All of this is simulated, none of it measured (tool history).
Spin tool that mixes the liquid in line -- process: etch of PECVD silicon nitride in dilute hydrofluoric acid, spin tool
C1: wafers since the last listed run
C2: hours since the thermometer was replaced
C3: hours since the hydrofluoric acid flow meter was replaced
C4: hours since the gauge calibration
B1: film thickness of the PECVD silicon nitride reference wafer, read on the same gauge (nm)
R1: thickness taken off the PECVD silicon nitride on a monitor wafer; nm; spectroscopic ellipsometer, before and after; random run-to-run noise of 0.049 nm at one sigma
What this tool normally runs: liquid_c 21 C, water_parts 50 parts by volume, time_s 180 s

run 1 hour=0 | liquid_c=21 water_parts=50 time_s=180 | C1=0 C2=1531.5 C3=1237.4 C4=723.3 | B1=30.03 | R1=11.77
run 2 hour=57.4 | liquid_c=21 water_parts=50 time_s=180 | C1=462 C2=1588.9 C3=1294.8 C4=780.7 | B1=30.01 | R1=11.83
run 3 hour=81.9 | liquid_c=21 water_parts=50 time_s=180 | C1=197 C2=1613.4 C3=1319.3 C4=805.2 | B1=30 | R1=11.8
run 4 hour=149.4 | liquid_c=21 water_parts=40 time_s=180 | C1=543 C2=1680.9 C3=1386.8 C4=872.7 | B1=30 | R1=14.59
run 5 hour=207 | liquid_c=21 water_parts=40 time_s=180 | C1=463 C2=1738.5 C3=1444.4 C4=930.3 | B1=29.98 | R1=14.72
run 6 hour=242.7 | liquid_c=21 water_parts=40 time_s=180 | C1=287 C2=1774.2 C3=1480.1 C4=966 | B1=29.99 | R1=14.77
run 7 hour=279 | liquid_c=21 water_parts=50 time_s=180 | C1=292 C2=1810.5 C3=1516.4 C4=1002.3 | B1=30 | R1=11.75
run 8 hour=348.7 | liquid_c=21 water_parts=50 time_s=180 | C1=561 C2=1880.2 C3=1586.1 C4=1072 | B1=30.01 | R1=11.84
run 9 hour=415 | liquid_c=21 water_parts=50 time_s=180 | C1=533 C2=1946.5 C3=1652.4 C4=1138.3 | B1=29.98 | R1=11.87
run 10 hour=443.3 | liquid_c=21 water_parts=50 time_s=180 | C1=227 C2=1974.8 C3=1680.7 C4=1166.6 | B1=30 | R1=11.78
run 11 hour=504.5 | liquid_c=21 water_parts=50 time_s=180 | C1=492 C2=2036 C3=1741.9 C4=1227.8 | B1=29.98 | R1=11.87
run 12 hour=556.1 | liquid_c=21 water_parts=50 time_s=180 | C1=415 C2=2087.6 C3=1793.5 C4=1279.4 | B1=29.98 | R1=11.98
-- hour=557.7 hydrofluoric acid flow meter replaced
-- hour=579.4 gauge calibrated
run 13 hour=583.9 | liquid_c=21 water_parts=50 time_s=180 | C1=215 C2=2115.4 C3=26.2 C4=4.5 | B1=30 | R1=12.27
run 14 hour=645.6 | liquid_c=21 water_parts=50 time_s=180 | C1=496 C2=2177.1 C3=87.9 C4=66.2 | B1=29.99 | R1=12.23
run 15 hour=672.9 | liquid_c=21 water_parts=50 time_s=180 | C1=219 C2=2204.4 C3=115.2 C4=93.5 | B1=30 | R1=12.21
-- hour=697.2 thermometer replaced
run 16 hour=727.5 | liquid_c=18.5 water_parts=65 time_s=180 | C1=431 C2=30.3 C3=169.8 C4=148.1 | B1=30 | R1=7.33
run 17 hour=767.2 | liquid_c=21 water_parts=50 time_s=180 | C1=319 C2=70 C3=209.5 C4=187.8 | B1=30 | R1=11.37
run 18 hour=853.9 | liquid_c=17 water_parts=30 time_s=180 | C1=697 C2=156.7 C3=296.2 C4=274.5 | B1=29.99 | R1=13.98
run 19 hour=909.9 | liquid_c=19 water_parts=60 time_s=230 | C1=450 C2=212.7 C3=352.2 C4=330.5 | B1=29.97 | R1=10.56
run 20 hour=970.7 | liquid_c=21 water_parts=35 time_s=180 | C1=489 C2=273.5 C3=413 C4=391.3 | B1=30.02 | R1=16.1
run 21 hour=1032.8 | liquid_c=25.5 water_parts=40 time_s=280 | C1=499 C2=335.6 C3=475.1 C4=453.4 | B1=30 | R1=29.7
run 22 hour=1103.2 | liquid_c=17 water_parts=65 time_s=240 | C1=566 C2=406 C3=545.5 C4=523.8 | B1=29.97 | R1=8.92
run 23 hour=1130.8 | liquid_c=21 water_parts=50 time_s=180 | C1=222 C2=433.6 C3=573.1 C4=551.4 | B1=29.98 | R1=11.32
run 24 hour=1174.7 | liquid_c=24.5 water_parts=50 time_s=255 | C1=353 C2=477.5 C3=617 C4=595.3 | B1=29.95 | R1=20.61
run 25 hour=1210.9 | liquid_c=23.5 water_parts=50 time_s=145 | C1=291 C2=513.7 C3=653.2 C4=631.5 | B1=29.98 | R1=10.92
run 26 hour=1280.1 | liquid_c=23 water_parts=35 time_s=90 | C1=557 C2=582.9 C3=722.4 C4=700.7 | B1=30.02 | R1=9.29
run 27 hour=1336.4 | liquid_c=17 water_parts=40 time_s=285 | C1=453 C2=639.2 C3=778.7 C4=757 | B1=30.04 | R1=16.99
run 28 hour=1368 | liquid_c=17 water_parts=50 time_s=265 | C1=254 C2=670.8 C3=810.3 C4=788.6 | B1=30 | R1=12.75
run 29 hour=1415.5 | liquid_c=21 water_parts=50 time_s=180 | C1=382 C2=718.3 C3=857.8 C4=836.1 | B1=29.95 | R1=11.48
run 30 hour=1461.4 | liquid_c=21 water_parts=50 time_s=180 | C1=369 C2=764.2 C3=903.7 C4=882 | B1=29.99 | R1=11.46

Across each entry between runs, compare the hidden state at the last listed run before it with the hidden state at the first listed run after it:
Between runs 12 and 13: hydrofluoric acid flow meter replaced (hour 557.7); gauge calibrated (hour 579.4)
  liquid hotter than its thermometer reads (K): 1.17 -> 1.18; hydrofluoric acid flow below the setpoint (%): 3.43 -> 0.423
  measured less the result without the state, R1: +0.54 -> +0.9 nm
Between runs 15 and 16: thermometer replaced (hour 697.2)
  liquid hotter than its thermometer reads (K): 1.23 -> 0.0172; hydrofluoric acid flow below the setpoint (%): 0.592 -> 0.695
  measured less the result without the state, R1: +0.92 -> -0.04 nm
